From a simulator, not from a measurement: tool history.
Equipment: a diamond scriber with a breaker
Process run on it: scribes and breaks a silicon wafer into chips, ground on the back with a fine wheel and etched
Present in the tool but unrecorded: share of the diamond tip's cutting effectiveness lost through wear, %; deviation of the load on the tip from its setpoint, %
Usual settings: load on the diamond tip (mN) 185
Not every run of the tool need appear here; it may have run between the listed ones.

run,hour,load on the diamond tip (mN),wafers since the last listed run,hours since the diamond tip was replaced,hours since the load on the tip was calibrated,"incoming depth of the damage left on the back of the incoming wafer, um",depth of the median crack under the scribed line (nm),chips rejected at inspection after the break (%)
1,0.0,144,0,690.4,733.7,0.54,7690,26.70
2,14.7,144,23,705.1,748.4,0.67,7890,26.98
3,29.4,161,23,719.8,763.1,0.63,8690,12.41
4,47.9,161,29,738.3,781.6,0.32,8570,13.05
5,71.6,161,37,762.0,805.3,0.53,8720,13.91
6,98.5,185,42,788.9,832.2,0.31,9850,3.64
7,128.1,185,47,818.5,861.8,0.77,9840,3.78
8,142.0,185,22,832.4,875.7,0.52,9800,3.76
9,160.6,185,29,851.0,894.3,0.75,9580,3.51
10,182.5,185,34,872.9,916.2,0.59,9600,3.70
11,196.4,185,22,886.8,930.1,0.74,9450,3.51
12,209.5,185,20,899.9,943.2,0.30,9620,4.06
13,231.8,185,35,922.2,965.5,0.60,9540,3.57
14,265.4,185,53,955.8,999.1,0.45,9480,4.01
15,297.8,185,51,988.2,1031.5,0.73,9520,3.77
# hour 314.4: load on the tip recalibrated
16,327.7,167,44,1018.1,13.3,0.46,8140,17.60
17,359.7,224,51,1050.1,45.3,0.35,10620,1.59
18,382.4,224,36,1072.8,68.0,0.63,10750,1.66
19,413.2,224,49,1103.6,98.8,0.37,10240,1.51
20,437.5,233,38,1127.9,123.1,0.41,10820,1.45
21,468.2,221,48,1158.6,153.8,0.79,10150,1.97
22,496.4,160,44,1186.8,182.0,0.77,7660,29.63
# hour 517.3: load on the tip recalibrated, repeated, since the last time left the tool worse
23,527.2,157,45,1217.6,9.9,0.65,9010,9.27
24,559.4,185,51,1249.8,42.1,0.77,10150,1.71
# hour 565.8: diamond tip replaced by a new one
25,586.3,170,39,20.5,69.0,0.32,9460,4.71
26,609.1,215,36,43.3,91.8,0.51,11800,3.98
27,621.7,185,20,55.9,104.4,0.60,10160,1.89
28,633.8,230,19,68.0,116.5,0.31,12520,7.55
29,658.7,185,39,92.9,141.4,0.72,10200,2.06
30,672.3,218,21,106.5,155.0,0.66,11830,4.32
31,703.4,160,49,137.6,186.1,0.32,8950,10.52
32,722.7,205,30,156.9,205.4,0.32,11030,1.97
33,743.7,223,33,177.9,226.4,0.73,11950,4.79
34,774.3,185,48,208.5,257.0,0.48,10230,2.40
35,799.4,154,40,233.6,282.1,0.68,8500,15.02
36,823.0,185,37,257.2,305.7,0.34,10150,2.51
37,853.6,142,48,287.8,336.3,0.68,7770,23.87
38,886.6,185,52,320.8,369.3,0.34,9800,2.91

What the log doesn't show, run by run:
share of the diamond tip's cutting effectiveness lost through wear, %: 0 across all the runs
H1: deviation of the load on the tip from its setpoint, %
run,H1
1,-8.95
2,-8.99
3,-9.03
4,-9.07
5,-9.12
6,-9.18
7,-9.23
8,-9.26
9,-9.29
10,-9.32
11,-9.34
12,-9.36
13,-9.39
14,-9.43
15,-9.47
16,-16
17,-16.8
18,-17.3
19,-17.9
20,-18.3
21,-18.8
22,-19.2
23,-1.91
24,-2.66
25,-3.24
26,-3.7
27,-3.93
28,-4.15
29,-4.58
30,-4.8
31,-5.27
32,-5.53
33,-5.81
34,-6.18
35,-6.46
36,-6.7
37,-6.99
38,-7.27
